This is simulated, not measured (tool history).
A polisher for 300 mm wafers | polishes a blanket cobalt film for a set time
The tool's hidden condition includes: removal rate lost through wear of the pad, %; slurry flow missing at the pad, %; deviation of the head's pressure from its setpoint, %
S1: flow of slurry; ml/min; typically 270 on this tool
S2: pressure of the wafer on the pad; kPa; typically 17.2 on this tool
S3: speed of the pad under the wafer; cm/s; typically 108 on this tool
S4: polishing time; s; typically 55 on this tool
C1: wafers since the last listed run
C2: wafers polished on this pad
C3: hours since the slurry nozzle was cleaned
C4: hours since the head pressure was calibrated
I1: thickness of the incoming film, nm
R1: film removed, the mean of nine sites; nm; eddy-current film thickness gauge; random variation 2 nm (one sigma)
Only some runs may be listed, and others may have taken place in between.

Run 1, day 0.000: usual settings but S4 41 s; C1 0; C2 100; C3 778.1; C4 240.1; I1 1095.1. Result: R1 239.0 nm.
At day 1.496: slurry nozzle cleaned.
Run 2, day 1.729: usual settings but S4 41 s; C1 465; C2 565; C3 5.6; C4 281.6; I1 1097.7. Result: R1 237.4 nm.
Run 3, day 3.571: usual settings but S4 60 s; C1 508; C2 1074; C3 49.8; C4 325.8; I1 1064.5. Result: R1 343.9 nm.
Run 4, day 6.212: usual settings but S4 60 s; C1 729; C2 1803; C3 113.2; C4 389.2; I1 1072.3. Result: R1 346.6 nm.
Run 5, day 8.250: usual settings; C1 562; C2 2365; C3 162.1; C4 438.1; I1 1069.7. Result: R1 320.8 nm.
Run 6, day 9.438: usual settings; C1 327; C2 2693; C3 190.6; C4 466.6; I1 1090.4. Result: R1 320.8 nm.
At day 11.838: worn pad replaced by a new one.
Run 7, day 16.771: usual settings; C1 1978; C2 1362; C3 366.6; C4 642.6; I1 1083.9. Result: R1 319.5 nm.
Run 8, day 19.721: usual settings; C1 814; C2 2176; C3 437.4; C4 713.4; I1 1092.2. Result: R1 319.9 nm.
At day 20.058: head pressure recalibrated.
Run 9, day 21.817: usual settings but S1 245 ml/min, S3 82 cm/s; C1 555; C2 2732; C3 487.7; C4 42.2; I1 1060.3. Result: R1 238.4 nm.
Run 10, day 23.412: usual settings but S3 86 cm/s; C1 440; C2 3172; C3 526.0; C4 80.5; I1 1080.8. Result: R1 252.7 nm.
At day 23.583: worn pad replaced by a new one.
Run 11, day 26.021: usual settings but S2 12.4 kPa; C1 674; C2 673; C3 588.6; C4 143.1; I1 1086.3. Result: R1 232.2 nm.
Run 12, day 28.567: usual settings but S2 12.4 kPa; C1 702; C2 1375; C3 649.7; C4 204.2; I1 1059.3. Result: R1 230.4 nm.
Run 13, day 29.579: usual settings but S2 12.4 kPa; C1 279; C2 1655; C3 674.0; C4 228.5; I1 1072.9. Result: R1 231.5 nm.
Run 14, day 31.046: usual settings but S1 330 ml/min, S2 13.1 kPa, S3 72 cm/s; C1 404; C2 2060; C3 709.2; C4 263.7; I1 1098.5. Result: R1 165.8 nm.
At day 32.417: slurry nozzle cleaned.
Run 15, day 33.738: usual settings but S1 200 ml/min, S4 68 s; C1 731; C2 2791; C3 31.7; C4 328.3; I1 1070.1. Result: R1 384.0 nm.
Run 16, day 35.492: usual settings but S1 330 ml/min; C1 484; C2 3276; C3 73.8; C4 370.4; I1 1071.0. Result: R1 327.1 nm.
At day 35.917: worn pad replaced by a new one.
Run 17, day 37.396: usual settings; C1 479; C2 407; C3 119.5; C4 416.1; I1 1083.5. Result: R1 319.4 nm.
Run 18, day 38.862: usual settings but S3 92 cm/s, S4 50 s; C1 404; C2 812; C3 154.7; C4 451.3; I1 1077.7. Result: R1 244.7 nm.
Run 19, day 40.592: usual settings but S2 20.0 kPa, S3 76 cm/s; C1 477; C2 1290; C3 196.2; C4 492.8; I1 1081.4. Result: R1 262.3 nm.
Run 20, day 43.367: usual settings but S2 11.7 kPa, S4 45 s; C1 766; C2 2056; C3 262.8; C4 559.4; I1 1082.5. Result: R1 177.3 nm.
Run 21, day 45.896: usual settings but S4 60 s; C1 698; C2 2754; C3 323.5; C4 620.1; I1 1085.6. Result: R1 351.3 nm.
At day 46.383: worn pad replaced by a new one.
Run 22, day 48.862: usual settings; C1 772; C2 684; C3 394.7; C4 691.3; I1 1093.4. Result: R1 319.7 nm.
At day 49.938: head pressure recalibrated.
Run 23, day 50.933: usual settings but S2 13.8 kPa, S4 74 s; C1 548; C2 1233; C3 444.4; C4 23.9; I1 1080.5. Result: R1 344.8 nm.
Run 24, day 53.250: usual settings; C1 639; C2 1873; C3 500.0; C4 79.5; I1 1091.8. Result: R1 317.9 nm.
Run 25, day 55.271: usual settings but S1 300 ml/min, S2 13.1 kPa; C1 557; C2 2430; C3 548.5; C4 128.0; I1 1085.1. Result: R1 247.7 nm.
Run 26, day 56.408: usual settings but S3 124 cm/s; C1 314; C2 2744; C3 575.8; C4 155.3; I1 1076.2. Result: R1 368.9 nm.
At day 56.804: worn pad replaced by a new one.
Run 27, day 58.112: usual settings but S1 360 ml/min, S3 88 cm/s; C1 424; C2 361; C3 616.7; C4 196.2; I1 1089.1. Result: R1 267.7 nm.

Exercise: give the hidden state of the tool at every run:
removal rate lost through wear of the pad, %: 0 at every run
slurry flow missing at the pad, %: 0 at every run
deviation of the head's pressure from its setpoint, %: 0 at every run
